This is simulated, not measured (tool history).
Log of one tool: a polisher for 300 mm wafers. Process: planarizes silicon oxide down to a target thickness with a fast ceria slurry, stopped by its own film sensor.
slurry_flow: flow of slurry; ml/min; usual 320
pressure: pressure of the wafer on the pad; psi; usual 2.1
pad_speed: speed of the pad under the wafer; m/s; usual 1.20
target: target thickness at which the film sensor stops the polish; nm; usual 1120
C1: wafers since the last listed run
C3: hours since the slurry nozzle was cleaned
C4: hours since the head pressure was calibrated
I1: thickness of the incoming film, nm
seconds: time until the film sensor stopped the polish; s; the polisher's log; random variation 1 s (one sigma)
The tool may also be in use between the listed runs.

Run 1, hour 0.0: usual settings; C1 0; wafers polished on this pad 67; C3 292.1; C4 248.7; I1 2303.5. Result: seconds 71.8 s.
Run 2, hour 53.4: usual settings; C1 423; wafers polished on this pad 490; C3 345.5; C4 302.1; I1 2341.7. Result: seconds 74.8 s.
Run 3, hour 110.5: usual settings; C1 452; wafers polished on this pad 943; C3 402.6; C4 359.2; I1 2309.8. Result: seconds 73.6 s.
Run 4, hour 191.0: usual settings but target 1412 nm; C1 638; wafers polished on this pad 1582; C3 483.1; C4 439.7; I1 2294.3. Result: seconds 53.9 s.
Run 5, hour 260.8: usual settings but target 1412 nm; C1 553; wafers polished on this pad 2136; C3 552.9; C4 509.5; I1 2326.8. Result: seconds 55.5 s.
Run 6, hour 363.5: usual settings but pad_speed 0.98 m/s; C1 814; wafers polished on this pad 2950; C3 655.6; C4 612.2; I1 2361.8. Result: seconds 87.0 s.
Run 7, hour 474.6: usual settings but pad_speed 0.98 m/s; C1 881; wafers polished on this pad 3832; C3 766.7; C4 723.3; I1 2362.0. Result: seconds 93.6 s.
Run 8, hour 543.0: usual settings but pad_speed 0.98 m/s; C1 542; wafers polished on this pad 4374; C3 835.1; C4 791.7; I1 2321.3. Result: seconds 91.1 s.
Run 9, hour 586.0: usual settings but pressure 1.8 psi; C1 341; wafers polished on this pad 4715; C3 878.1; C4 834.7; I1 2333.0. Result: seconds 87.7 s.
At hour 652.9: worn pad replaced by a new one.
Run 10, hour 687.8: usual settings but pressure 1.8 psi; C1 775; wafers polished on this pad 276; C3 979.9; C4 936.5; I1 2323.8. Result: seconds 75.4 s.
At hour 698.3: slurry nozzle cleaned.
Run 11, hour 975.3: usual settings but pressure 1.8 psi; C1 2272; wafers polished on this pad 2549; C3 277.0; C4 1224.0; I1 2328.0. Result: seconds 80.1 s.
Run 12, hour 1063.1: usual settings but pad_speed 1.02 m/s; C1 696; wafers polished on this pad 3246; C3 364.8; C4 1311.8; I1 2280.9. Result: seconds 78.7 s.
At hour 1085.5: head pressure recalibrated.
Run 13, hour 1140.5: usual settings but pad_speed 1.02 m/s; C1 598; wafers polished on this pad 3844; C3 442.2; C4 55.0; I1 2316.9. Result: seconds 88.4 s.
Run 14, hour 1242.1: usual settings but pressure 1.7 psi, target 810 nm; C1 805; wafers polished on this pad 4650; C3 543.8; C4 156.6; I1 2365.1. Result: seconds 121.2 s.
At hour 1293.2: worn pad replaced by a new one.
Run 15, hour 1298.6: usual settings; C1 416; wafers polished on this pad 42; C3 600.3; C4 213.1; I1 2345.8. Result: seconds 71.9 s.
Run 16, hour 1393.9: usual settings; C1 755; wafers polished on this pad 798; C3 695.6; C4 308.4; I1 2328.4. Result: seconds 73.5 s.
Run 17, hour 1495.5: usual settings; C1 805; wafers polished on this pad 1604; C3 797.2; C4 410.0; I1 2360.3. Result: seconds 76.6 s.
Run 18, hour 1560.1: usual settings; C1 512; wafers polished on this pad 2116; C3 861.8; C4 474.6; I1 2288.0. Result: seconds 71.2 s.
At hour 1595.9: slurry nozzle cleaned.
Run 19, hour 1599.0: usual settings; C1 300; wafers polished on this pad 2417; C3 3.1; C4 513.5; I1 2296.6. Result: seconds 71.8 s.
Run 20, hour 1635.7: usual settings but pressure 1.5 psi; C1 291; wafers polished on this pad 2708; C3 39.8; C4 550.2; I1 2326.1. Result: seconds 89.5 s.
Run 21, hour 1720.4: usual settings but slurry_flow 395 ml/min, pressure 1.6 psi; C1 671; wafers polished on this pad 3380; C3 124.5; C4 634.9; I1 2308.9. Result: seconds 87.1 s.
Run 22, hour 1762.1: usual settings but slurry_flow 365 ml/min; C1 330; wafers polished on this pad 3711; C3 166.2; C4 676.6; I1 2323.5. Result: seconds 75.5 s.
Run 23, hour 1832.6: usual settings but pad_speed 0.94 m/s, target 1532 nm; C1 559; wafers polished on this pad 4270; C3 236.7; C4 747.1; I1 2316.5. Result: seconds 61.8 s.
Run 24, hour 1927.6: usual settings but pressure 1.5 psi, target 728 nm; C1 753; wafers polished on this pad 5024; C3 331.7; C4 842.1; I1 2306.9. Result: seconds 127.1 s.
At hour 1941.9: worn pad replaced by a new one.
Run 25, hour 2093.7: usual settings but slurry_flow 275 ml/min, target 767 nm; C1 1285; wafers polished on this pad 1203; C3 497.8; C4 1008.2; I1 2332.1. Result: seconds 93.1 s.
Run 26, hour 2192.5: usual settings but slurry_flow 355 ml/min, pressure 1.7 psi, pad_speed 0.78 m/s, target 1443 nm; C1 783; wafers polished on this pad 1987; C3 596.6; C4 1107.0; I1 2282.2. Result: seconds 77.8 s.
Run 27, hour 2233.5: usual settings but slurry_flow 385 ml/min, pressure 2.5 psi, pad_speed 1.08 m/s, target 720 nm; C1 325; wafers polished on this pad 2312; C3 637.6; C4 1148.0; I1 2289.5. Result: seconds 91.7 s.
At hour 2339.4: head pressure recalibrated.
Run 28, hour 2339.9: usual settings; C1 828; wafers polished on this pad 3141; C3 744.0; C4 0.5; I1 2300.7. Result: seconds 77.7 s.
Run 29, hour 2399.9: usual settings but slurry_flow 420 ml/min, target 982 nm; C1 475; wafers polished on this pad 3616; C3 804.0; C4 60.5; I1 2330.5. Result: seconds 88.0 s.
At hour 2433.2: slurry nozzle cleaned.
Run 30, hour 2468.7: usual settings; C1 537; wafers polished on this pad 4154; C3 35.5; C4 129.3; I1 2323.4. Result: seconds 79.8 s.
At hour 2535.6: worn pad replaced by a new one.
Run 31, hour 2617.0: usual settings; C1 1144; wafers polished on this pad 645; C3 183.8; C4 277.6; I1 2361.9. Result: seconds 73.7 s.
Run 32, hour 2701.9: usual settings but pad_speed 1.38 m/s, target 969 nm; C1 673; wafers polished on this pad 1319; C3 268.7; C4 362.5; I1 2271.8. Result: seconds 71.2 s.
Run 33, hour 2771.7: usual settings but pressure 1.4 psi; C1 553; wafers polished on this pad 1873; C3 338.5; C4 432.3; I1 2313.5. Result: seconds 88.9 s.
Run 34, hour 2834.5: usual settings but slurry_flow 260 ml/min, pad_speed 1.54 m/s; C1 498; wafers polished on this pad 2371; C3 401.3; C4 495.1; I1 2302.2. Result: seconds 60.6 s.
Run 35, hour 2883.5: usual settings; C1 388; wafers polished on this pad 2760; C3 450.3; C4 544.1; I1 2293.0. Result: seconds 72.3 s.
Run 36, hour 2945.8: usual settings but slurry_flow 220 ml/min, pressure 1.6 psi, pad_speed 1.38 m/s, target 1435 nm; C1 494; wafers polished on this pad 3254; C3 512.6; C4 606.4; I1 2347.3. Result: seconds 60.9 s.
Run 37, hour 3016.7: usual settings but slurry_flow 265 ml/min, pressure 1.7 psi; C1 562; wafers polished on this pad 3816; C3 583.5; C4 677.3; I1 2362.9. Result: seconds 88.5 s.
Run 38, hour 3078.4: usual settings but pressure 2.5 psi, pad_speed 0.98 m/s; C1 489; wafers polished on this pad 4306; C3 645.2; C4 739.0; I1 2314.2. Result: seconds 80.3 s.

3 ways to go on from here, each from the tool as it stands after run 38. What would each give?
Run A, hour 3078.9: usual settings but pressure 2.6 psi; C1 3; wafers polished on this pad 4310; C3 645.7; C4 739.5; I1 2355.0. Result: seconds ?.
Run B, hour 3078.9: usual settings but slurry_flow 240 ml/min, pad_speed 1.08 m/s, target 1270 nm; C1 3; wafers polished on this pad 4310; C3 645.7; C4 739.5; I1 2355.0. Result: seconds ?.
Run C, hour 3078.9: usual settings but slurry_flow 250 ml/min, pressure 2.5 psi, pad_speed 1.30 m/s, target 1537 nm; C1 3; wafers polished on this pad 4310; C3 645.7; C4 739.5; I1 2355.0. Result: seconds ?.

run  seconds
  A     68.5
  B     76.1
  C     44.4
Without the tool's hidden state the same runs would have given:
run  seconds
  A     65.8
  B     73.0
  C     42.6
